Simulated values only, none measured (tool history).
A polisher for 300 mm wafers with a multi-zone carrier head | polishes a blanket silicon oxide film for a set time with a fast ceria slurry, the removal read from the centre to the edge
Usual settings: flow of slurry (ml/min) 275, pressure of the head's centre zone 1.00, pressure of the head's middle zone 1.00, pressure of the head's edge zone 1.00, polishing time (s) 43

run	day	flow of slurry (ml/min)	pressure of the head's centre zone	pressure of the head's middle zone	pressure of the head's edge zone	polishing time (s)	wafers since the last listed run	wafers polished on this pad	hours since the slurry nozzle was cleaned	hours since the centre zone pressure was calibrated	hours since the edge zone pressure was calibrated	hours since the carrier head's membrane was replaced	incoming thickness of the incoming film, nm	film removed at the wafer's centre (nm)	film removed at mid-radius (nm)	film removed at the wafer's edge (nm)
1	0.000	275	1.00	1.00	1.00	43	0	471	375.1	93.3	653.8	928.7	2146.9	889.9	897.2	910.2
2	1.588	275	1.05	1.00	1.00	43	572	1044	413.2	131.4	691.9	966.8	2120.5	945.7	872.9	895.4
3	2.667	275	1.00	1.00	1.00	49	389	1433	439.1	157.3	717.8	992.7	2088.6	1002.3	1014.2	1016.4
# day 3.067: slurry nozzle cleaned
4	3.796	275	0.89	1.00	1.00	43	392	1826	17.5	184.4	744.9	1019.8	2126.9	783.2	854.2	891.9
5	6.525	275	1.00	1.00	1.00	43	984	2810	83.0	249.9	810.4	1085.3	2150.4	854.6	861.3	871.7
6	8.088	275	1.00	0.94	1.00	32	563	3374	120.5	287.4	847.9	1122.8	2157.9	632.4	592.9	655.6
7	9.092	200	1.00	1.06	0.95	43	362	3737	144.6	311.5	872.0	1146.9	2085.8	840.4	874.4	825.8
# day 10.650: carrier head's membrane replaced by a new one
8	11.592	230	1.00	1.00	0.97	47	827	4564	204.6	371.5	932.0	22.6	2125.0	892.9	909.1	899.8
9	13.750	320	1.08	1.05	1.00	54	778	5343	256.4	423.3	983.8	74.4	2127.5	1131.5	1073.7	1055.8
10	15.042	275	1.00	1.00	1.00	43	466	5809	287.4	454.3	1014.8	105.4	2133.5	826.3	824.3	822.4
11	16.150	275	1.00	1.00	1.00	43	399	6209	314.0	480.9	1041.4	132.0	2126.8	816.3	818.5	830.9
# day 17.062: centre zone pressure recalibrated
# day 18.175: worn pad replaced by a new one
12	18.638	275	1.00	1.00	1.00	43	807	166	373.7	37.8	1101.1	191.7	2129.0	904.3	874.4	916.1
13	20.546	275	1.00	1.10	1.00	35	688	855	419.5	83.6	1146.9	237.5	2094.3	729.8	763.6	734.6
# day 22.321: slurry nozzle cleaned
14	22.504	275	1.00	1.00	1.00	43	691	1547	4.4	130.6	1193.9	284.5	2165.6	876.5	883.0	895.7
# day 27.575: edge zone pressure recalibrated
15	28.238	275	1.00	1.00	1.00	43	2039	3586	142.0	268.2	15.9	422.1	2088.4	835.9	851.5	851.8
16	29.333	355	1.00	1.00	1.00	43	395	3981	168.3	294.5	42.2	448.4	2116.1	859.2	864.1	864.8
17	30.992	275	1.00	1.03	1.09	43	598	4580	208.1	334.3	82.0	488.2	2155.0	827.6	864.1	872.1
18	33.762	275	1.00	1.00	1.00	43	999	5580	274.6	400.8	148.5	554.7	2113.9	822.1	836.2	836.9
19	36.175	275	1.00	1.00	0.95	34	870	6450	332.5	458.7	206.4	612.6	2112.2	630.2	649.7	641.9
20	37.808	275	1.00	1.00	1.00	31	589	7040	371.7	497.9	245.6	651.8	2143.9	575.7	593.0	583.5
21	38.871	220	0.89	1.00	0.95	43	383	7423	397.2	523.4	271.1	677.3	2163.4	701.8	806.3	793.9
# day 39.417: worn pad replaced by a new one
# day 41.358: centre zone pressure recalibrated
# day 46.325: slurry nozzle cleaned
22	46.454	275	1.00	0.91	1.00	43	2631	2495	3.1	122.3	453.1	859.3	2120.1	853.2	794.8	875.3

4 ways to go on from here, each from the tool as it stands after run 22. What would each give?
A	46.471	275	1.00	1.00	1.00	43	6	2501	3.5	122.7	453.5	859.7	2178.1	?	?	?
B	46.471	345	1.00	1.00	0.89	43	6	2501	3.5	122.7	453.5	859.7	2178.1	?	?	?
C	46.471	275	1.00	1.00	1.09	43	6	2501	3.5	122.7	453.5	859.7	2178.1	?	?	?
D	46.471	275	1.00	1.00	0.89	43	6	2501	3.5	122.7	453.5	859.7	2178.1	?	?	?

run	film removed at the wafer's centre (nm)	film removed at mid-radius (nm)	film removed at the wafer's edge (nm)
A	863.4	875.0	865.6
B	878.4	888.9	848.6
C	863.4	875.0	887.7
D	863.4	875.1	838.5
Without the tool's hidden state the same runs would have given:
run	film removed at the wafer's centre (nm)	film removed at mid-radius (nm)	film removed at the wafer's edge (nm)
A	900.0	912.2	902.4
B	915.7	926.7	884.6
C	900.0	912.1	925.4
D	900.0	912.2	874.1
